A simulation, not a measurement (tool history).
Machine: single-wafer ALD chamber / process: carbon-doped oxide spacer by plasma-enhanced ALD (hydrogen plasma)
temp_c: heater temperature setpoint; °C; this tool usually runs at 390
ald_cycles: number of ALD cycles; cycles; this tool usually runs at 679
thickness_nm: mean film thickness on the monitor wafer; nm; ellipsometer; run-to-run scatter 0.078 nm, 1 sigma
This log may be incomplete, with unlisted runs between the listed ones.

run    hour  temp_c  ald_cycles  read-back reference wafer on the same gauge, thickness_nm  thickness_nm
  1     0.0     390         679                                                     34.178        30.890
  2    56.8     390         640                                                     34.148        29.202
  3   121.8     390         640                                                     34.145        29.124
  4   176.9     390         640                                                     34.146        29.038
  5   266.2     390         679                                                     34.134        30.810
  6   358.0     390         679                                                     34.115        30.882
  7   415.7     390         679                                                     34.114        30.888
  8   484.1     390         679                                                     34.121        30.939
  9   591.3     394         679                                                     34.097        30.831
 10   641.6     394         679                                                     34.086        30.761
 11   703.5     390         679                                                     34.086        30.691
 12   777.7     390         679                                                     34.096        30.945
 13   849.5     390         679                                                     34.082        30.900
      888.0  -- gauge calibrated
 14   922.7     390         679                                                     34.561        31.292
 15  1018.6     397         679                                                     34.479        31.186
 16  1084.8     383         640                                                     34.415        29.298
 17  1139.8     390         679                                                     34.388        31.293
 18  1196.0     390         679                                                     34.343        31.177
 19  1257.6     396         624                                                     34.298        28.489
 20  1350.8     381         774                                                     34.248        35.416
     1394.4  -- thermocouple changed; heater temperature recalibrated
 21  1419.4     390         559                                                     34.234        25.536
 22  1625.5     382         582                                                     34.142        26.572
 23  1695.2     386         626                                                     34.121        28.619
 24  1734.7     390         679                                                     34.109        30.783
 25  1789.8     390         679                                                     34.108        30.887
 26  1849.0     386         806                                                     34.102        36.684
 27  1907.8     404         584                                                     34.075        26.131
 28  1951.4     386         782                                                     34.066        35.513
 29  2047.1     390         679                                                     34.063        30.851
 30  2145.4     390         679                                                     34.037        30.750

For some of the steps in thickness_nm from one run to the next: how much would appear even if the tool had no hidden state, given the settings, what came in and random variation, and how much remains for the hidden state plus any gauge scatter that the measured result and the result without hidden state don't share?
Unlogged tool condition in this case: wafer temperature above the value expected at the setpoint (K); gauge reads high (%).
Run 13 -> 14: gauge calibrated. thickness_nm +0.392 nm: hidden state +0.444, all else -0.052.
Run 20 -> 21: temp_c 381 -> 390, ald_cycles 774 -> 559, thermocouple changed; heater temperature recalibrated. thickness_nm -9.880 nm: hidden state +0.078, all else -9.958.
Run 26 -> 27: temp_c 386 -> 404, ald_cycles 806 -> 584. thickness_nm -10.553 nm: hidden state +0.151, all else -10.704.
Run 27 -> 28: temp_c 404 -> 386, ald_cycles 584 -> 782. thickness_nm +9.382 nm: hidden state -0.152, all else +9.534.

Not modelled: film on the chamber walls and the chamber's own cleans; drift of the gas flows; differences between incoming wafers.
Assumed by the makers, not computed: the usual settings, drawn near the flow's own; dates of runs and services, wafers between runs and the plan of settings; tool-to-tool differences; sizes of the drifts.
